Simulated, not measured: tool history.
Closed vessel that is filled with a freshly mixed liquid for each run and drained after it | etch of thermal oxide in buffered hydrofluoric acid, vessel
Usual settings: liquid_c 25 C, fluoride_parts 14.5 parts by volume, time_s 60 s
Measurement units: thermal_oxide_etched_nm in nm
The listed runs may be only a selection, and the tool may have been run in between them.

run	hour	liquid_c	fluoride_parts	time_s	wafers since the last listed run	hours since the thermometer was replaced	hours since the hydrofluoric acid flow meter was replaced	hours since the gauge calibration	read-back film thickness of the thermal oxide reference wafer, read on the same gauge (nm)	thermal_oxide_etched_nm
1	0	25	14.5	60	0	384.6	795.9	80.7	100.01	48.11
2	82.2	25	14.5	60	8481	466.8	878.1	162.9	99.99	47.67
3	118	25	14.5	60	3693	502.6	913.9	198.7	99.99	47.46
4	158.2	25	14.5	60	4147	542.8	954.1	238.9	99.94	47.12
5	203.8	25	14.5	60	4704	588.4	999.7	284.5	100.03	47.16
6	229	25	14.5	60	2600	613.6	1024.9	309.7	100.01	47.19
7	273.4	25	14.5	60	4581	658	1069.3	354.1	99.95	46.85
# hour 281.8: gauge calibrated
8	330.1	25	14.5	60	5850	714.7	1126	48.3	99.98	46.27

For run 9, what comes out?
# hour 358.9: hydrofluoric acid flow meter replaced
9	400	25	14.5	60	7108	784.6	41.1	118.2	?	?

read-back film thickness of the thermal oxide reference wafer, read on the same gauge (nm): 99.97
thermal_oxide_etched_nm: 46.06 nm
If the tool had no hidden condition, the same run with the same run-to-run variation would have returned thermal_oxide_etched_nm 51.43 nm.
